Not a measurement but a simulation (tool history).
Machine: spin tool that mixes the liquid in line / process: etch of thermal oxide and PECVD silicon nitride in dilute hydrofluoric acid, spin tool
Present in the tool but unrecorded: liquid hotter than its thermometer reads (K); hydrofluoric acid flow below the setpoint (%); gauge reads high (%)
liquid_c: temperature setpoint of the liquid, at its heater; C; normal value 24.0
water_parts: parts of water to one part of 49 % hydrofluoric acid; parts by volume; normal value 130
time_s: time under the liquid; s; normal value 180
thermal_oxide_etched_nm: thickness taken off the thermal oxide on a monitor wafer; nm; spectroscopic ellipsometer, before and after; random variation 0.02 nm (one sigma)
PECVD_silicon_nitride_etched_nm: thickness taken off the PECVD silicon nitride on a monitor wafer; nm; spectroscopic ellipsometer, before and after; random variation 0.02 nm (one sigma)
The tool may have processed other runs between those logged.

run,hour,liquid_c,water_parts,time_s,wafers since the last listed run,hours since the thermometer was replaced,hours since the hydrofluoric acid flow meter was replaced,hours since the gauge calibration,"read-back film thickness of the thermal oxide reference wafer, read on the same gauge (nm)","read-back film thickness of the PECVD silicon nitride reference wafer, read on the same gauge (nm)",thermal_oxide_etched_nm,PECVD_silicon_nitride_etched_nm
1,0.0,24.0,165,180,0,870.1,152.8,1403.2,80.02,79.990,4.51,3.596
2,89.4,24.0,165,180,871,959.5,242.2,1492.6,80.02,80.052,4.51,3.578
3,162.9,24.0,130,180,716,1033.0,315.7,1566.1,79.98,79.961,5.94,4.502
4,210.3,24.0,130,210,461,1080.4,363.1,1613.5,80.02,80.075,6.90,5.272
5,260.1,24.0,130,210,485,1130.2,412.9,1663.3,80.01,79.982,6.91,5.288
6,313.5,27.5,130,180,520,1183.6,466.3,1716.7,80.00,79.954,6.70,5.643
# hour 359.6: thermometer replaced
7,377.4,24.0,130,180,613,17.8,530.2,1780.6,80.00,80.019,5.87,4.487
8,447.5,24.0,130,180,683,87.9,600.3,1850.7,79.99,79.951,5.81,4.485
# hour 536.5: hydrofluoric acid flow meter replaced
9,539.2,24.0,130,180,883,179.6,2.7,1942.4,80.01,79.997,5.99,4.581
10,606.9,24.0,130,180,659,247.3,70.4,2010.1,80.00,79.997,5.99,4.564
11,661.2,27.0,130,180,529,301.6,124.7,2064.4,80.02,79.960,6.69,5.522
12,711.4,25.5,130,275,489,351.8,174.9,2114.6,80.05,79.992,9.68,7.630
13,779.4,24.0,105,140,662,419.8,242.9,2182.6,80.01,79.975,5.89,4.350
14,863.9,24.0,170,180,823,504.3,327.4,2267.1,80.00,80.008,4.33,3.457
15,935.2,28.0,165,100,694,575.6,398.7,2338.4,79.99,80.011,2.86,2.534
# hour 1011.6: gauge calibrated
16,1031.0,24.0,130,180,933,671.4,494.5,19.4,80.03,79.943,5.87,4.497
17,1102.5,22.0,170,145,696,742.9,566.0,90.9,80.02,80.067,3.18,2.425
18,1228.8,24.0,130,180,1230,869.2,692.3,217.2,80.01,79.966,5.81,4.426
# hour 1298.6: hydrofluoric acid flow meter replaced
19,1306.2,24.0,160,275,744,946.6,7.6,294.6,80.02,79.970,7.17,5.676
20,1381.3,24.0,180,180,731,1021.7,82.7,369.7,79.95,80.018,4.08,3.309
# hour 1390.4: thermometer replaced
21,1471.9,19.0,165,180,873,81.5,173.3,460.3,80.00,79.979,3.72,2.588
22,1538.9,24.0,105,180,652,148.5,240.3,527.3,80.02,79.968,7.61,5.649
23,1632.3,24.0,130,180,910,241.9,333.7,620.7,80.02,80.042,5.96,4.528
24,1687.8,22.0,185,285,540,297.4,389.2,676.2,80.02,79.970,5.73,4.409
25,1929.2,20.0,130,180,2352,538.8,630.6,917.6,80.00,80.017,5.00,3.439

For each run, the measured value with the value that run would have given without the tool's hidden condition subtracted. The run-to-run variation is shared by both, the gauge scatter possibly not:
run,thermal_oxide_etched_nm,PECVD_silicon_nitride_etched_nm
1,-0.05,-0.030
2,-0.06,-0.043
3,-0.11,-0.068
4,-0.14,-0.091
5,-0.15,-0.102
6,-0.17,-0.124
7,-0.16,-0.110
8,-0.19,-0.123
9,-0.03,-0.017
10,-0.04,-0.029
11,-0.07,-0.048
12,-0.13,-0.084
13,-0.09,-0.060
14,-0.09,-0.059
15,-0.07,-0.053
16,-0.17,-0.110
17,-0.10,-0.067
18,-0.22,-0.146
19,-0.02,-0.016
20,-0.03,-0.019
21,-0.04,-0.025
22,-0.11,-0.071
23,-0.11,-0.075
24,-0.13,-0.082
25,-0.16,-0.099

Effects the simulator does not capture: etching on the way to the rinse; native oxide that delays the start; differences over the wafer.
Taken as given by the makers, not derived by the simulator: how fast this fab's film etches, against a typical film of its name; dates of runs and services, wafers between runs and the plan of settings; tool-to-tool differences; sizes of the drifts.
